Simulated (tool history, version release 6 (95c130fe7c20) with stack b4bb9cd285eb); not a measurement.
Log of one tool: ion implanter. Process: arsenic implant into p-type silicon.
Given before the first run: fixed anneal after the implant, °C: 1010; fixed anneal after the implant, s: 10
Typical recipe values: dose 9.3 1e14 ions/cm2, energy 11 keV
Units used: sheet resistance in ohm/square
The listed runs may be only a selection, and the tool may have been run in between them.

run     day   dose  energy  read-back reference wafer on the same gauge, sheet resistance  sheet resistance
  1       0    9.3      11                                                         142.09            160.01
  2   2.592    9.3      11                                                         142.23            160.69
  3   4.325    9.3      11                                                         142.26            161.28
  4   7.008    9.3      11                                                         142.16            160.11
  5   8.525    9.3      11                                                         142.22            160.65
  6   9.683   8.07      11                                                         142.24            171.62
  7  12.021   8.07      11                                                         142.63            170.72
  8  14.958    9.3      11                                                         142.44            160.78
  9    17.6  10.48      12                                                          142.8            151.39
 10  18.933  10.48      12                                                         142.78            151.53
 11  21.388  10.48      12                                                         142.91             151.9
       22.2  -- Faraday cup replaced and dose calibrated
 12  23.096    9.3      11                                                         143.18            162.14
 13  25.338    9.3      12                                                         143.08            159.21
 14  27.842    9.3      11                                                         143.55             161.6
 15  29.979   7.57    12.5                                                         143.55            172.55
 16  32.717   8.55      11                                                         143.74            168.88
     33.833  -- extraction supply calibrated
 17  34.667   7.17      11                                                         143.93            182.64
 18  37.204    9.3      11                                                         144.07            163.36
 19  44.008      7      13                                                          144.7            181.56
     46.075  -- gauge calibrated
 20  46.829   8.05      12                                                         141.75             167.6
 21      49   8.07      11                                                         141.95            170.27
 22  51.917    9.3      11                                                         141.85            160.21
 23  54.058   10.6      14                                                         141.75            145.42
 24  58.325   7.27     7.5                                                         142.06            190.02
 25  60.588  11.26    14.5                                                         141.75            139.64
 26  62.083    9.3      11                                                         141.94            160.49
 27  63.312  10.49      14                                                         141.94            145.36
 28  64.738    9.3       7                                                         142.03            173.94
 29  66.362  11.57      14                                                          142.2            139.62
 30  68.771  10.15      11                                                         141.94            156.16
 31  71.704    9.3      11                                                         142.05            160.92
 32  73.429    9.3      11                                                         142.08            160.39
 33  75.296   8.12      11                                                          142.3            170.83
 34  77.529   7.91       9                                                         142.31            178.34
 35  80.138  10.48      12                                                         142.44            151.92
 36    82.6    9.3      11                                                          142.5            161.65

Hidden state, per run?
deviation of the true dose from the Faraday cup's reading, %: 0, the same for each run
deviation of the true energy from its setpoint, %: 0, the same for each run
H1: gauge reads high (%)
run        H1
  1  -0.00656
  2    0.0609
  3     0.109
  4     0.188
  5     0.236
  6     0.273
  7     0.352
  8     0.457
  9     0.558
 10     0.611
 11     0.712
 12     0.785
 13     0.885
 14         1
 15       1.1
 16      1.24
 17      1.34
 18      1.48
 19      1.87
 20    -0.173
 21     -0.17
 22    -0.159
 23    -0.147
 24    -0.113
 25   -0.0883
 26   -0.0699
 27   -0.0534
 28   -0.0328
 29  -0.00734
 30    0.0344
 31    0.0914
 32     0.128
 33     0.171
 34     0.225
 35     0.294
 36     0.364
